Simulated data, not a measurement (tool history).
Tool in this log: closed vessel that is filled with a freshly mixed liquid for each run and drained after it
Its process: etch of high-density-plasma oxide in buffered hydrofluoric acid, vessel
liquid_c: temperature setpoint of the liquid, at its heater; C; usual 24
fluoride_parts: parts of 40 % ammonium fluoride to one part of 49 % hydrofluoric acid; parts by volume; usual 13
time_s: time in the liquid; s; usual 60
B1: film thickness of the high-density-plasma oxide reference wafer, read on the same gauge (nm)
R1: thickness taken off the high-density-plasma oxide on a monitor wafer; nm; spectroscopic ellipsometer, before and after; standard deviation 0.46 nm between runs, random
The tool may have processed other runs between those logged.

Run 1, hour 0: usual settings; B1 130.03. Result: R1 47.31 nm.
Run 2, hour 21.7: usual settings; B1 130.02. Result: R1 47.31 nm.
Run 3, hour 48.8: usual settings but time_s 70 s; B1 130. Result: R1 54.7 nm.
At hour 54.5: gauge calibrated.
Run 4, hour 105.2: usual settings but time_s 70 s; B1 130.03. Result: R1 55.12 nm.
Run 5, hour 132.3: usual settings but time_s 70 s; B1 129.99. Result: R1 54.29 nm.
Run 6, hour 160.3: usual settings but liquid_c 22.5 C; B1 129.99. Result: R1 42.49 nm.
Run 7, hour 190.3: usual settings; B1 129.98. Result: R1 45.62 nm.
At hour 206.6: thermometer replaced.
Run 8, hour 230: usual settings; B1 130. Result: R1 52.79 nm.
Run 9, hour 249.2: usual settings; B1 130. Result: R1 52.15 nm.
Run 10, hour 281.7: usual settings but liquid_c 20 C; B1 130. Result: R1 41.82 nm.
Run 11, hour 305.5: usual settings but liquid_c 26.5 C, fluoride_parts 10 parts by volume, time_s 80 s; B1 129.97. Result: R1 102.83 nm.
At hour 338.8: gauge calibrated.
Run 12, hour 340.9: usual settings but liquid_c 22.5 C; B1 129.99. Result: R1 47.43 nm.
At hour 373.9: hydrofluoric acid flow meter replaced.
Run 13, hour 376.9: usual settings but fluoride_parts 10.5 parts by volume, time_s 45 s; B1 130.02. Result: R1 53.8 nm.
Run 14, hour 405.3: usual settings but liquid_c 20.5 C, fluoride_parts 8 parts by volume, time_s 75 s; B1 129.95. Result: R1 94.23 nm.
Run 15, hour 437.6: usual settings but time_s 45 s; B1 129.98. Result: R1 43.28 nm.
Run 16, hour 456.5: usual settings but liquid_c 20 C, fluoride_parts 11 parts by volume; B1 130.01. Result: R1 55.1 nm.
Run 17, hour 488.4: usual settings; B1 129.98. Result: R1 57.47 nm.
Run 18, hour 522.7: usual settings; B1 129.96. Result: R1 56.64 nm.
Run 19, hour 548.6: usual settings; B1 130. Result: R1 57.1 nm.

Consider 5 possible next runs. They are alternatives, not a sequence: every one starts from the tool as it was left by run 19. What does each give?
Run A, hour 549.3: usual settings; B1 ?. Result: R1 ?.
Run B, hour 549.3: usual settings but fluoride_parts 17 parts by volume; B1 ?. Result: R1 ?.
Run C, hour 549.3: usual settings but liquid_c 21 C, fluoride_parts 8.5 parts by volume, time_s 90 s; B1 ?. Result: R1 ?.
Run D, hour 549.3: usual settings but liquid_c 21.5 C, fluoride_parts 16 parts by volume, time_s 85 s; B1 ?. Result: R1 ?.
Run E, hour 549.3: usual settings but liquid_c 21.5 C; B1 ?. Result: R1 ?.

run      B1     R1
  A  129.96  56.68
  B  129.96  43.54
  C  129.96  105.4
  D  129.96  57.01
  E  129.96  49.36
Take away the tool's hidden state, keep each run's random variation, and the runs would have read:
run      R1
  A   61.18
  B   47.01
  C  114.28
  D    61.6
  E   53.32
